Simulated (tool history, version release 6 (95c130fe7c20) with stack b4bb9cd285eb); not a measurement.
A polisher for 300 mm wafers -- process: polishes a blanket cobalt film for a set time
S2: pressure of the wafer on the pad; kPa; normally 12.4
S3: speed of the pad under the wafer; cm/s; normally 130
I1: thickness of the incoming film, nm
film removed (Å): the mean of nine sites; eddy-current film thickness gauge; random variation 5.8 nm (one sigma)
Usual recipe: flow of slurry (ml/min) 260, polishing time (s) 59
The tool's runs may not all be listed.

Run 1, hour 0: usual settings; I1 1014. Result: film removed (Å) 4298.
Run 2, hour 33: usual settings; I1 984.5. Result: film removed (Å) 4290.
At hour 47.2: slurry nozzle cleaned.
Run 3, hour 57.2: usual settings; I1 1009.2. Result: film removed (Å) 4345.
At hour 70.6: worn pad replaced by a new one.
Run 4, hour 80.1: usual settings but polishing time (s) 48; I1 998.9. Result: film removed (Å) 3477.
Run 5, hour 97.9: usual settings but flow of slurry (ml/min) 210, polishing time (s) 47; I1 985.2. Result: film removed (Å) 3400.
Run 6, hour 114.7: usual settings; I1 1001.2. Result: film removed (Å) 4317.
Run 7, hour 146.8: usual settings but polishing time (s) 44; I1 982.6. Result: film removed (Å) 3355.
Run 8, hour 163.6: usual settings but polishing time (s) 44; I1 1022.1. Result: film removed (Å) 3271.
Run 9, hour 188.2: usual settings; I1 1013.4. Result: film removed (Å) 4314.
Run 10, hour 202.6: usual settings; I1 986.7. Result: film removed (Å) 4390.
Run 11, hour 238.5: usual settings; I1 1007.9. Result: film removed (Å) 4348.
Run 12, hour 260.2: usual settings; I1 1015.5. Result: film removed (Å) 4382.
At hour 268.2: worn pad replaced by a new one.
Run 13, hour 279.3: usual settings but flow of slurry (ml/min) 185, polishing time (s) 74; I1 1009.6. Result: film removed (Å) 5109.
Run 14, hour 293.4: usual settings but S2 15.2 kPa, S3 86 cm/s, polishing time (s) 65; I1 988. Result: film removed (Å) 3896.
Run 15, hour 314.2: usual settings but flow of slurry (ml/min) 195, S2 13.8 kPa, polishing time (s) 53; I1 1001.8. Result: film removed (Å) 4247.
At hour 338.5: head pressure recalibrated.
At hour 419.4: worn pad replaced by a new one.
Run 16, hour 419.9: usual settings but flow of slurry (ml/min) 325; I1 1012.9. Result: film removed (Å) 3956.
At hour 429.8: slurry nozzle cleaned.
Run 17, hour 450.6: usual settings but polishing time (s) 40; I1 996.6. Result: film removed (Å) 2642.
Run 18, hour 473.5: usual settings; I1 1004.9. Result: film removed (Å) 3942.
Run 19, hour 521.8: usual settings but flow of slurry (ml/min) 345, S2 16.5 kPa, S3 142 cm/s; I1 1001.8. Result: film removed (Å) 5817.
Run 20, hour 536.2: usual settings; I1 986.7. Result: film removed (Å) 3891.
Run 21, hour 549.6: usual settings but S3 90 cm/s; I1 988.8. Result: film removed (Å) 2711.
Run 22, hour 576.3: usual settings but flow of slurry (ml/min) 310, S2 16.5 kPa; I1 979.7. Result: film removed (Å) 5222.
At hour 599.5: worn pad replaced by a new one.
Run 23, hour 612.1: usual settings but flow of slurry (ml/min) 305, S3 162 cm/s, polishing time (s) 47; I1 989.4. Result: film removed (Å) 4046.
Run 24, hour 647.5: usual settings but S3 170 cm/s, polishing time (s) 50; I1 1015.5. Result: film removed (Å) 4520.

Consider 5 possible next runs. They are alternatives, not a sequence: every one starts from the tool as it was left by run 24. What does each give?
Run A, hour 647.9: usual settings; I1 998.1. Result: film removed (Å) ?.
Run B, hour 647.9: usual settings but polishing time (s) 50; I1 998.1. Result: film removed (Å) ?.
Run C, hour 647.9: usual settings but flow of slurry (ml/min) 210, polishing time (s) 75; I1 998.1. Result: film removed (Å) ?.
Run D, hour 647.9: usual settings but S2 13.8 kPa, S3 106 cm/s, polishing time (s) 46; I1 998.1. Result: film removed (Å) ?.
Run E, hour 647.9: usual settings but S3 154 cm/s, polishing time (s) 71; I1 998.1. Result: film removed (Å) ?.

run  film removed (Å)
  A              4067
  B              3446
  C              5055
  D              2873
  E              5797
Take away the tool's hidden state, keep each run's random variation, and the runs would have read:
run  film removed (Å)
  A              3943
  B              3342
  C              4901
  D              2785
  E              5621
